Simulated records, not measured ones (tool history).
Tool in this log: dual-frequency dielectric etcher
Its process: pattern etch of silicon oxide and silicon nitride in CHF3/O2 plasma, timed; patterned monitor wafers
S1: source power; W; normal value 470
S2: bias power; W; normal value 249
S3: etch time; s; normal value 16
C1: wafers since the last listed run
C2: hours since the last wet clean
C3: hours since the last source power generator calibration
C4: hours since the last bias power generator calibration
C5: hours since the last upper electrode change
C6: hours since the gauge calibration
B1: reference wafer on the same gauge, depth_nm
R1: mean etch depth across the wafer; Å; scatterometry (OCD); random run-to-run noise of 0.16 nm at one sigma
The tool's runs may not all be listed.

run 1 hour=0 | S1=540 S2=249 S3=16 | C1=0 C2=60.2 C3=2375.1 C4=3165.7 C5=3379.7 C6=46.8 | B1=26.46 | R1=265.8
run 2 hour=71.6 | S1=470 S2=249 S3=13 | C1=1125 C2=131.8 C3=2446.7 C4=3237.3 C5=3451.3 C6=118.4 | B1=26.46 | R1=208.9
run 3 hour=295.4 | S1=470 S2=249 S3=16 | C1=3516 C2=355.6 C3=2670.5 C4=3461.1 C5=3675.1 C6=342.2 | B1=26.54 | R1=255.9
run 4 hour=340.6 | S1=470 S2=249 S3=16 | C1=710 C2=400.8 C3=2715.7 C4=3506.3 C5=3720.3 C6=387.4 | B1=26.53 | R1=258.3
run 5 hour=395.1 | S1=470 S2=249 S3=16 | C1=856 C2=455.3 C3=2770.2 C4=3560.8 C5=3774.8 C6=441.9 | B1=26.58 | R1=255.7
-- hour=447.9 wet clean of the chamber
run 6 hour=494.9 | S1=390 S2=249 S3=16 | C1=1191 C2=47 C3=2870 C4=3660.6 C5=3874.6 C6=541.7 | B1=26.57 | R1=245.8
run 7 hour=550.5 | S1=470 S2=249 S3=16 | C1=873 C2=102.6 C3=2925.6 C4=3716.2 C5=3930.2 C6=597.3 | B1=26.67 | R1=257
-- hour=613.5 upper electrode replaced
-- hour=640 source power generator calibrated
run 8 hour=640.5 | S1=470 S2=249 S3=16 | C1=974 C2=192.6 C3=0.5 C4=3806.2 C5=27 C6=687.3 | B1=26.77 | R1=260.9
run 9 hour=681.6 | S1=430 S2=249 S3=13.5 | C1=645 C2=233.7 C3=41.6 C4=3847.3 C5=68.1 C6=728.4 | B1=26.79 | R1=214.1
run 10 hour=747.2 | S1=580 S2=298 S3=18.5 | C1=1030 C2=299.3 C3=107.2 C4=3912.9 C5=133.7 C6=794 | B1=26.88 | R1=333.9
-- hour=799.9 bias power generator calibrated
run 11 hour=843.3 | S1=470 S2=249 S3=14.5 | C1=1447 C2=395.4 C3=203.3 C4=43.4 C5=229.8 C6=890.1 | B1=26.96 | R1=234.9
-- hour=902.1 wet clean of the chamber
-- hour=921.1 gauge calibrated
run 12 hour=928.4 | S1=470 S2=195 S3=16 | C1=960 C2=26.3 C3=288.4 C4=128.5 C5=314.9 C6=7.3 | B1=26.3 | R1=240.4
run 13 hour=977.4 | S1=470 S2=219 S3=12 | C1=770 C2=75.3 C3=337.4 C4=177.5 C5=363.9 C6=56.3 | B1=26.27 | R1=186.5
run 14 hour=1015.9 | S1=470 S2=195 S3=16 | C1=605 C2=113.8 C3=375.9 C4=216 C5=402.4 C6=94.8 | B1=26.26 | R1=243.9
run 15 hour=1123.5 | S1=470 S2=249 S3=16 | C1=1690 C2=221.4 C3=483.5 C4=323.6 C5=510 C6=202.4 | B1=26.33 | R1=255.6
run 16 hour=1184.8 | S1=420 S2=198 S3=16 | C1=963 C2=282.7 C3=544.8 C4=384.9 C5=571.3 C6=263.7 | B1=26.33 | R1=237
run 17 hour=1259.8 | S1=440 S2=308 S3=16 | C1=1178 C2=357.7 C3=619.8 C4=459.9 C5=646.3 C6=338.7 | B1=26.38 | R1=263.6

Results per run with the tool's hidden condition removed, run-to-run variation unchanged:
The tool's hidden condition here consists of: etch rate over this chamber's usual, %; source power that arrives over what is set, %; bias power that arrives over what is set, %; gauge reads high (%).
run=1 R1=264.3
run=2 R1=207.6
run=3 R1=253.7
run=4 R1=255.9
run=5 R1=253
run=6 R1=242.7
run=7 R1=253.3
run=8 R1=256.5
run=9 R1=210.1
run=10 R1=327
run=11 R1=229.2
run=12 R1=240.5
run=13 R1=186.6
run=14 R1=244
run=15 R1=255.5
run=16 R1=236.7
run=17 R1=263
